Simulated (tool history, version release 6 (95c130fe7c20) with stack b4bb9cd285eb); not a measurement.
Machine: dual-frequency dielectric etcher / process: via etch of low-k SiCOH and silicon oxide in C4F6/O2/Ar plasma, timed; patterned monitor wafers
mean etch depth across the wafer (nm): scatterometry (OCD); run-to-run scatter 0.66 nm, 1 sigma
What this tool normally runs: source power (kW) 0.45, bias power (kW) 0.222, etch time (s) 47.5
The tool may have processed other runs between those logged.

run    hour  source power (kW)  bias power (kW)  etch time (s)  read-back reference wafer on the same gauge, depth_nm  mean etch depth across the wafer (nm)
  1       0                0.5            0.199           47.5                                                  116.1                                  115.2
  2    62.7                0.5            0.199           47.5                                                  116.2                                  115.4
  3   167.3               0.45            0.245           47.5                                                  116.3                                  121.5
      217.4  -- wet clean of the chamber
  4   217.9               0.45            0.245           47.5                                                  116.1                                  119.3
  5   299.7               0.45            0.222           47.5                                                  115.8                                  115.5
  6   350.4               0.45            0.222           47.5                                                  115.9                                  115.2
  7   435.3               0.45            0.222           47.5                                                  115.8                                  117.7
  8   491.6               0.41            0.222           47.5                                                  116.1                                  115.6
  9   542.3               0.41            0.222           47.5                                                  116.1                                  114.2
      673.8  -- wet clean of the chamber
 10   849.2               0.41            0.222           47.5                                                  116.1                                  104.6
 11   921.3               0.37            0.222           47.5                                                    116                                  102.5
 12  1025.6               0.37            0.222           47.5                                                  115.8                                  103.9
     1041.8  -- gauge calibrated
 13  1067.5               0.37            0.222           47.5                                                  116.3                                  103.5
     1118.4  -- wet clean of the chamber, repeated, since the last time left the tool worse
 14  1118.9               0.45            0.222           47.5                                                    116                                  114.8
 15  1164.1               0.45            0.189           52.5                                                  115.9                                    120
 16  1346.3               0.36            0.222           59.5                                                  115.9                                  137.1
 17  1440.7               0.52            0.276           52.5                                                  115.9                                  146.6
     1480.5  -- source power generator calibrated
     1490.2  -- bias power generator calibrated
     1491.1  -- upper electrode replaced
     1515.9  -- wet clean of the chamber
 18  1516.4               0.45            0.222           47.5                                                    116                                  113.4
 19  1570.5               0.45            0.222           47.5                                                    116                                  114.4
 20  1613.9               0.45            0.272           37.5                                                    116                                   98.4
 21  1675.6               0.51            0.205           47.5                                                  115.9                                    116
 22  1725.8               0.39            0.261           47.5                                                  116.2                                  118.7
 23  1781.7               0.37            0.238           47.5                                                  115.8                                  114.1
 24    1852               0.35            0.195           47.5                                                  116.3                                  104.1
 25  1941.2               0.45            0.222           47.5                                                    116                                  119.1
     1991.8  -- wet clean of the chamber
 26  2011.5               0.45            0.222             43                                                    116                                    103

Alternative continuations, all from the tool just after run 26; predict every row:
  A  2011.9               0.45            0.222           59.5                                                      ?                                      ?
  B  2011.9               0.51            0.222           53.5                                                      ?                                      ?
  C  2011.9               0.36            0.222             58                                                      ?                                      ?

run  read-back reference wafer on the same gauge, depth_nm  mean etch depth across the wafer (nm)
  A                                                  116.1                                  143.3
  B                                                  116.1                                  133.9
  C                                                  116.1                                  130.9
Without the tool's hidden state the same runs would have given:
run  mean etch depth across the wafer (nm)
  A                                  143.5
  B                                  134.1
  C                                  131.1
